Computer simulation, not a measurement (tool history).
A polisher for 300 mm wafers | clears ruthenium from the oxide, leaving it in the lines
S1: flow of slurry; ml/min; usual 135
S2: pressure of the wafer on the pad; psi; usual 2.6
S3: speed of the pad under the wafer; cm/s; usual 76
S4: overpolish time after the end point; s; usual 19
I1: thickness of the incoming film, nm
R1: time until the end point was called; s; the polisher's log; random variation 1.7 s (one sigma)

run	hour	S1	S2	S3	S4	I1	R1
1	0	135	2.6	76	19	100.6	88.3
2	24.5	135	2.6	76	19	99.1	86.2
3	54.2	135	2.6	76	19	98.9	88.4
4	76.6	135	2.6	76	19	100.2	89.3
# hour 101.9: worn pad replaced by a new one
5	102.4	135	2.6	76	19	98.8	88.6
6	153.6	135	2.6	58	19	98.4	109.5
7	185.8	135	2.6	88	19	100.6	79.6
8	214.3	135	2.6	76	19	100.8	88.4
# hour 223.2: head pressure recalibrated
# hour 225.8: slurry nozzle cleaned
9	232	135	2.6	76	14	99.9	90.8
# hour 268.2: worn pad replaced by a new one
10	268.7	135	2.6	76	14	98.7	91.8
11	280.3	170	3	76	19	100	79.7
# hour 307.8: slurry nozzle cleaned, repeated, since the last time left the tool worse
12	309.4	135	2.3	76	19	99.3	97.3
13	324.8	135	2.6	76	8	98.8	87.9
14	343.5	150	2.6	76	15	100.7	86.6
15	377	135	2.1	76	25	101.6	111.2
16	410.4	150	2.6	76	15	100.1	88.2
17	423.4	90	2.6	56	19	101.1	119.5
# hour 450.3: worn pad replaced by a new one
18	450.8	135	2.6	76	19	100.5	88.7
19	464.2	135	2.9	76	19	100	82.3
20	480.3	135	2.6	76	27	100.7	89.7

5 ways to go on from here, each from the tool as it stands after run 20. What would each give?
A	480.8	160	2.6	76	19	100.6	?
B	480.8	100	3.2	88	11	100.6	?
C	480.8	110	1.8	86	9	100.6	?
D	480.8	175	2.6	76	19	100.6	?
E	480.8	90	3	96	19	100.6	?

run	R1
A	87.4
B	67.3
C	120.3
D	86.4
E	67.8
Without the tool's hidden state the same runs would have given:
run	R1
A	84.6
B	64.5
C	115.5
D	83.8
E	64.8
